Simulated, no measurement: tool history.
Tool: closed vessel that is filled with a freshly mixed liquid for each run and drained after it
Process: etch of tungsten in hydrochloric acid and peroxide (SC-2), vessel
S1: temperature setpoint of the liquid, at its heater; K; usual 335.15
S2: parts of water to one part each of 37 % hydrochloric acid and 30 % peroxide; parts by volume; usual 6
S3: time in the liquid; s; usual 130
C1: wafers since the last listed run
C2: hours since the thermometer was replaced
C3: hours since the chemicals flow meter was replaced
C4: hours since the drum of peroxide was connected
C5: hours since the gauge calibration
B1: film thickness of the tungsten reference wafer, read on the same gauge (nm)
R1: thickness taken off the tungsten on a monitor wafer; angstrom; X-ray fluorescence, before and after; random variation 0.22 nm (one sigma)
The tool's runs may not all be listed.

Run 1, hour 0: usual settings but S1 338.65 K; C1 0; C2 2299.9; C3 1947; C4 1377.2; C5 195.5; B1 100. Result: R1 699.8 angstrom.
Run 2, hour 11.4: usual settings but S1 338.65 K; C1 1054; C2 2311.3; C3 1958.4; C4 1388.6; C5 206.9; B1 99.98. Result: R1 698.6 angstrom.
Run 3, hour 22.7: usual settings but S1 338.65 K; C1 1044; C2 2322.6; C3 1969.7; C4 1399.9; C5 218.2; B1 99.99. Result: R1 693.6 angstrom.
At hour 29.9: gauge calibrated.
Run 4, hour 57.9: usual settings but S2 4.5 parts by volume; C1 3255; C2 2357.8; C3 2004.9; C4 1435.1; C5 28; B1 99.99. Result: R1 694.2 angstrom.
Run 5, hour 74.1: usual settings but S2 4.5 parts by volume; C1 1498; C2 2374; C3 2021.1; C4 1451.3; C5 44.2; B1 100. Result: R1 701.5 angstrom.
Run 6, hour 86.7: usual settings; C1 1165; C2 2386.6; C3 2033.7; C4 1463.9; C5 56.8; B1 100. Result: R1 566.9 angstrom.
Run 7, hour 99.4: usual settings; C1 1174; C2 2399.3; C3 2046.4; C4 1476.6; C5 69.5; B1 99.97. Result: R1 568.4 angstrom.
Run 8, hour 117.2: usual settings; C1 1646; C2 2417.1; C3 2064.2; C4 1494.4; C5 87.3; B1 99.98. Result: R1 573.9 angstrom.
At hour 128.2: new drum of peroxide connected.
Run 9, hour 133.3: usual settings; C1 1396; C2 2433.2; C3 2080.3; C4 5.1; C5 103.4; B1 99.98. Result: R1 572 angstrom.
Run 10, hour 149.9: usual settings; C1 1535; C2 2449.8; C3 2096.9; C4 21.7; C5 120; B1 99.96. Result: R1 571.5 angstrom.
Run 11, hour 163.7: usual settings; C1 1276; C2 2463.6; C3 2110.7; C4 35.5; C5 133.8; B1 100. Result: R1 569.4 angstrom.
Run 12, hour 179.4: usual settings but S2 5 parts by volume, S3 175 s; C1 1451; C2 2479.3; C3 2126.4; C4 51.2; C5 149.5; B1 99.99. Result: R1 877.1 angstrom.
Run 13, hour 194.6: usual settings but S2 5 parts by volume, S3 175 s; C1 1405; C2 2494.5; C3 2141.6; C4 66.4; C5 164.7; B1 100.02. Result: R1 880.7 angstrom.
Run 14, hour 206.3: usual settings but S1 338.15 K, S3 75 s; C1 1081; C2 2506.2; C3 2153.3; C4 78.1; C5 176.4; B1 100.05. Result: R1 397.4 angstrom.
Run 15, hour 216.8: usual settings but S1 338.65 K, S2 4 parts by volume; C1 971; C2 2516.7; C3 2163.8; C4 88.6; C5 186.9; B1 100.07. Result: R1 948.4 angstrom.
Run 16, hour 224.5: usual settings but S1 329.15 K, S2 8.5 parts by volume, S3 70 s; C1 712; C2 2524.4; C3 2171.5; C4 96.3; C5 194.6; B1 100.04. Result: R1 162.5 angstrom.
Run 17, hour 233.2: usual settings; C1 804; C2 2533.1; C3 2180.2; C4 105; C5 203.3; B1 99.97. Result: R1 577.7 angstrom.
At hour 244.7: gauge calibrated.
Run 18, hour 245.8: usual settings but S1 341.65 K, S2 8.5 parts by volume, S3 55 s; C1 1165; C2 2545.7; C3 2192.8; C4 117.6; C5 1.1; B1 100.02. Result: R1 274.6 angstrom.
At hour 247.7: thermometer replaced.
Run 19, hour 260.2: usual settings but S3 165 s; C1 1239; C2 12.5; C3 2207.2; C4 132; C5 15.5; B1 99.99. Result: R1 604.3 angstrom.
At hour 269.6: chemicals flow meter replaced.
Run 20, hour 274.1: usual settings but S1 343.15 K, S2 7 parts by volume, S3 65 s; C1 1192; C2 26.4; C3 4.5; C4 145.9; C5 29.4; B1 100.04. Result: R1 346.1 angstrom.
Run 21, hour 281: usual settings but S1 326.15 K, S2 4 parts by volume, S3 195 s; C1 638; C2 33.3; C3 11.4; C4 152.8; C5 36.3; B1 100.04. Result: R1 534.5 angstrom.
Run 22, hour 288.9: usual settings but S1 338.15 K, S2 4 parts by volume, S3 80 s; C1 730; C2 41.2; C3 19.3; C4 160.7; C5 44.2; B1 99.98. Result: R1 469.5 angstrom.
Run 23, hour 295.4: usual settings; C1 601; C2 47.7; C3 25.8; C4 167.2; C5 50.7; B1 99.97. Result: R1 480 angstrom.
Run 24, hour 307.7: usual settings but S2 5 parts by volume, S3 55 s; C1 1137; C2 60; C3 38.1; C4 179.5; C5 63; B1 100.01. Result: R1 230.3 angstrom.
Run 25, hour 334: usual settings but S1 344.65 K, S2 7 parts by volume, S3 180 s; C1 2432; C2 86.3; C3 64.4; C4 205.8; C5 89.3; B1 100.02. Result: R1 1049.7 angstrom.
Run 26, hour 348.8: usual settings; C1 1368; C2 101.1; C3 79.2; C4 220.6; C5 104.1; B1 100.03. Result: R1 481.2 angstrom.

Forecast each of these 5 alternatives for the next run:
Run A, hour 349.5: usual settings; C1 64; C2 101.8; C3 79.9; C4 221.3; C5 104.8; B1 ?. Result: R1 ?.
Run B, hour 349.5: usual settings but S1 343.65 K, S3 195 s; C1 64; C2 101.8; C3 79.9; C4 221.3; C5 104.8; B1 ?. Result: R1 ?.
Run C, hour 349.5: usual settings but S1 326.15 K, S2 4 parts by volume, S3 60 s; C1 64; C2 101.8; C3 79.9; C4 221.3; C5 104.8; B1 ?. Result: R1 ?.
Run D, hour 349.5: usual settings but S2 5 parts by volume; C1 64; C2 101.8; C3 79.9; C4 221.3; C5 104.8; B1 ?. Result: R1 ?.
Run E, hour 349.5: usual settings but S2 7.5 parts by volume, S3 155 s; C1 64; C2 101.8; C3 79.9; C4 221.3; C5 104.8; B1 ?. Result: R1 ?.

run     B1      R1
  A  99.96   481.4
  B  99.96  1206.6
  C  99.96   167.1
  D  99.96   550.2
  E  99.96   483.4
Without the tool's hidden state the same runs would have given:
run      R1
  A   476.7
  B  1195.3
  C   165.3
  D   544.8
  E   478.6
